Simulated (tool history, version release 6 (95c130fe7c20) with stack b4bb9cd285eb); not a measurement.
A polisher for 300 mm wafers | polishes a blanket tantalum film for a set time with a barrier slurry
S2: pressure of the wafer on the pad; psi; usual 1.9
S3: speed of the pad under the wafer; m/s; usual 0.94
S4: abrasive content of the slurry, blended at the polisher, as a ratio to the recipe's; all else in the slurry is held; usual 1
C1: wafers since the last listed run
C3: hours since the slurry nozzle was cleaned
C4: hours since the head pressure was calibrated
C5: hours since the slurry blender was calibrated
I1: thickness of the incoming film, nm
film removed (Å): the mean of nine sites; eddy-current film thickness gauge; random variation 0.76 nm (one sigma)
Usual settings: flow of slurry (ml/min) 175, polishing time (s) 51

{"run": 1, "day": 0.0, "flow of slurry (ml/min)": 175, "S2": 1.4, "S3": 0.94, "S4": 1, "polishing time (s)": 51, "C1": 0, "wafers polished on this pad": 413, "C3": 626.9, "C4": 1137.8, "C5": 71.1, "I1": 383.3, "film removed (Å)": 605}
{"run": 2, "day": 0.388, "flow of slurry (ml/min)": 175, "S2": 1.4, "S3": 0.94, "S4": 1, "polishing time (s)": 51, "C1": 77, "wafers polished on this pad": 490, "C3": 636.2, "C4": 1147.1, "C5": 80.4, "I1": 380.7, "film removed (Å)": 620}
{"run": 3, "day": 0.958, "flow of slurry (ml/min)": 175, "S2": 1.4, "S3": 0.94, "S4": 1, "polishing time (s)": 51, "C1": 113, "wafers polished on this pad": 604, "C3": 649.9, "C4": 1160.8, "C5": 94.1, "I1": 379.2, "film removed (Å)": 604}
{"run": 4, "day": 1.596, "flow of slurry (ml/min)": 175, "S2": 1.9, "S3": 0.94, "S4": 1, "polishing time (s)": 51, "C1": 126, "wafers polished on this pad": 731, "C3": 665.2, "C4": 1176.1, "C5": 109.4, "I1": 384.1, "film removed (Å)": 836}
{"run": 5, "day": 2.058, "flow of slurry (ml/min)": 175, "S2": 1.9, "S3": 0.94, "S4": 1, "polishing time (s)": 51, "C1": 92, "wafers polished on this pad": 823, "C3": 676.3, "C4": 1187.2, "C5": 120.5, "I1": 383.2, "film removed (Å)": 815}
{"run": 6, "day": 2.621, "flow of slurry (ml/min)": 175, "S2": 1.9, "S3": 0.94, "S4": 1, "polishing time (s)": 51, "C1": 111, "wafers polished on this pad": 935, "C3": 689.8, "C4": 1200.7, "C5": 134, "I1": 378.1, "film removed (Å)": 807}
{"run": 7, "day": 3.204, "flow of slurry (ml/min)": 205, "S2": 1.9, "S3": 0.94, "S4": 1, "polishing time (s)": 51, "C1": 116, "wafers polished on this pad": 1051, "C3": 703.8, "C4": 1214.7, "C5": 148, "I1": 379, "film removed (Å)": 825}
{"run": 8, "day": 3.629, "flow of slurry (ml/min)": 205, "S2": 1.9, "S3": 0.94, "S4": 1, "polishing time (s)": 51, "C1": 84, "wafers polished on this pad": 1136, "C3": 714, "C4": 1224.9, "C5": 158.2, "I1": 377.6, "film removed (Å)": 823}
{"run": 9, "day": 4.112, "flow of slurry (ml/min)": 140, "S2": 1.9, "S3": 0.94, "S4": 1, "polishing time (s)": 45, "C1": 96, "wafers polished on this pad": 1232, "C3": 725.6, "C4": 1236.5, "C5": 169.8, "I1": 379.7, "film removed (Å)": 656}
{"day": 4.521, "done": "worn pad replaced by a new one"}
{"run": 10, "day": 4.55, "flow of slurry (ml/min)": 140, "S2": 1.9, "S3": 0.94, "S4": 1, "polishing time (s)": 45, "C1": 53, "wafers polished on this pad": 5, "C3": 736.1, "C4": 1247, "C5": 180.3, "I1": 377.8, "film removed (Å)": 655}
{"run": 11, "day": 4.992, "flow of slurry (ml/min)": 140, "S2": 1.9, "S3": 0.94, "S4": 1, "polishing time (s)": 45, "C1": 87, "wafers polished on this pad": 93, "C3": 746.7, "C4": 1257.6, "C5": 190.9, "I1": 379.3, "film removed (Å)": 641}
{"run": 12, "day": 5.308, "flow of slurry (ml/min)": 175, "S2": 1.9, "S3": 0.94, "S4": 1, "polishing time (s)": 51, "C1": 63, "wafers polished on this pad": 156, "C3": 754.3, "C4": 1265.2, "C5": 198.5, "I1": 374.1, "film removed (Å)": 773}
{"run": 13, "day": 5.921, "flow of slurry (ml/min)": 175, "S2": 1.9, "S3": 0.94, "S4": 1, "polishing time (s)": 51, "C1": 121, "wafers polished on this pad": 278, "C3": 769, "C4": 1279.9, "C5": 213.2, "I1": 371.7, "film removed (Å)": 762}
{"run": 14, "day": 6.629, "flow of slurry (ml/min)": 175, "S2": 1.9, "S3": 0.94, "S4": 1, "polishing time (s)": 51, "C1": 141, "wafers polished on this pad": 419, "C3": 786, "C4": 1296.9, "C5": 230.2, "I1": 375.6, "film removed (Å)": 745}
{"run": 15, "day": 7.242, "flow of slurry (ml/min)": 145, "S2": 1.9, "S3": 0.86, "S4": 1.1, "polishing time (s)": 38, "C1": 121, "wafers polished on this pad": 541, "C3": 800.7, "C4": 1311.6, "C5": 244.9, "I1": 378.5, "film removed (Å)": 491}
{"run": 16, "day": 7.7, "flow of slurry (ml/min)": 175, "S2": 1.9, "S3": 1.06, "S4": 1, "polishing time (s)": 51, "C1": 91, "wafers polished on this pad": 632, "C3": 811.7, "C4": 1322.6, "C5": 255.9, "I1": 379.5, "film removed (Å)": 798}
{"day": 7.996, "done": "slurry nozzle cleaned"}
{"run": 17, "day": 8.046, "flow of slurry (ml/min)": 120, "S2": 1.9, "S3": 0.66, "S4": 1.25, "polishing time (s)": 51, "C1": 60, "wafers polished on this pad": 693, "C3": 1.2, "C4": 1330.9, "C5": 264.2, "I1": 388.9, "film removed (Å)": 589}
{"day": 8.188, "done": "slurry blender recalibrated"}
{"run": 18, "day": 8.408, "flow of slurry (ml/min)": 175, "S2": 2.1, "S3": 1.06, "S4": 0.85, "polishing time (s)": 59, "C1": 55, "wafers polished on this pad": 748, "C3": 9.9, "C4": 1339.6, "C5": 5.3, "I1": 380.7, "film removed (Å)": 1210}
{"run": 19, "day": 8.762, "flow of slurry (ml/min)": 175, "S2": 1.9, "S3": 0.94, "S4": 1, "polishing time (s)": 51, "C1": 70, "wafers polished on this pad": 819, "C3": 18.4, "C4": 1348.1, "C5": 13.8, "I1": 382.3, "film removed (Å)": 890}
{"run": 20, "day": 9.567, "flow of slurry (ml/min)": 175, "S2": 1.9, "S3": 0.94, "S4": 1.1, "polishing time (s)": 37, "C1": 160, "wafers polished on this pad": 979, "C3": 37.7, "C4": 1367.4, "C5": 33.1, "I1": 379.2, "film removed (Å)": 653}
{"run": 21, "day": 9.967, "flow of slurry (ml/min)": 230, "S2": 1.9, "S3": 0.84, "S4": 0.9, "polishing time (s)": 64, "C1": 79, "wafers polished on this pad": 1059, "C3": 47.3, "C4": 1377, "C5": 42.7, "I1": 383.1, "film removed (Å)": 1036}
{"day": 10.092, "done": "head pressure recalibrated"}
{"run": 22, "day": 10.267, "flow of slurry (ml/min)": 125, "S2": 1.9, "S3": 0.94, "S4": 0.8, "polishing time (s)": 51, "C1": 43, "wafers polished on this pad": 1102, "C3": 54.5, "C4": 4.2, "C5": 49.9, "I1": 376.6, "film removed (Å)": 779}
{"run": 23, "day": 10.571, "flow of slurry (ml/min)": 175, "S2": 1.9, "S3": 0.94, "S4": 1, "polishing time (s)": 51, "C1": 60, "wafers polished on this pad": 1162, "C3": 61.8, "C4": 11.5, "C5": 57.2, "I1": 384.5, "film removed (Å)": 895}
{"day": 10.762, "done": "worn pad replaced by a new one"}
{"run": 24, "day": 11.242, "flow of slurry (ml/min)": 175, "S2": 1.9, "S3": 0.94, "S4": 1, "polishing time (s)": 51, "C1": 100, "wafers polished on this pad": 95, "C3": 77.9, "C4": 27.6, "C5": 73.3, "I1": 380.2, "film removed (Å)": 876}
{"run": 25, "day": 11.921, "flow of slurry (ml/min)": 175, "S2": 1.9, "S3": 0.94, "S4": 1, "polishing time (s)": 51, "C1": 135, "wafers polished on this pad": 230, "C3": 94.2, "C4": 43.9, "C5": 89.6, "I1": 384.3, "film removed (Å)": 872}
{"run": 26, "day": 12.525, "flow of slurry (ml/min)": 130, "S2": 1.9, "S3": 0.94, "S4": 1, "polishing time (s)": 42, "C1": 120, "wafers polished on this pad": 350, "C3": 108.7, "C4": 58.4, "C5": 104.1, "I1": 379.3, "film removed (Å)": 674}
{"run": 27, "day": 13.075, "flow of slurry (ml/min)": 175, "S2": 1.9, "S3": 0.94, "S4": 1, "polishing time (s)": 45, "C1": 109, "wafers polished on this pad": 460, "C3": 121.9, "C4": 71.6, "C5": 117.3, "I1": 380.8, "film removed (Å)": 764}

Forecast each of these 4 alternatives for the next run:
{"run": "A", "day": 13.092, "flow of slurry (ml/min)": 175, "S2": 1.9, "S3": 0.94, "S4": 1, "polishing time (s)": 51, "C1": 3, "wafers polished on this pad": 463, "C3": 122.3, "C4": 72, "C5": 117.7, "I1": 378.1, "film removed (Å)": "?"}
{"run": "B", "day": 13.092, "flow of slurry (ml/min)": 175, "S2": 2.2, "S3": 0.94, "S4": 1, "polishing time (s)": 51, "C1": 3, "wafers polished on this pad": 463, "C3": 122.3, "C4": 72, "C5": 117.7, "I1": 378.1, "film removed (Å)": "?"}
{"run": "C", "day": 13.092, "flow of slurry (ml/min)": 190, "S2": 1.5, "S3": 0.94, "S4": 1.1, "polishing time (s)": 60, "C1": 3, "wafers polished on this pad": 463, "C3": 122.3, "C4": 72, "C5": 117.7, "I1": 378.1, "film removed (Å)": "?"}
{"run": "D", "day": 13.092, "flow of slurry (ml/min)": 210, "S2": 1.9, "S3": 0.94, "S4": 1, "polishing time (s)": 51, "C1": 3, "wafers polished on this pad": 463, "C3": 122.3, "C4": 72, "C5": 117.7, "I1": 378.1, "film removed (Å)": "?"}

run=A film_removed_(Å)=868
run=B film_removed_(Å)=1005
run=C film_removed_(Å)=838
run=D film_removed_(Å)=893
Without the tool's hidden state the same runs would have given:
run=A film_removed_(Å)=905
run=B film_removed_(Å)=1048
run=C film_removed_(Å)=872
run=D film_removed_(Å)=929

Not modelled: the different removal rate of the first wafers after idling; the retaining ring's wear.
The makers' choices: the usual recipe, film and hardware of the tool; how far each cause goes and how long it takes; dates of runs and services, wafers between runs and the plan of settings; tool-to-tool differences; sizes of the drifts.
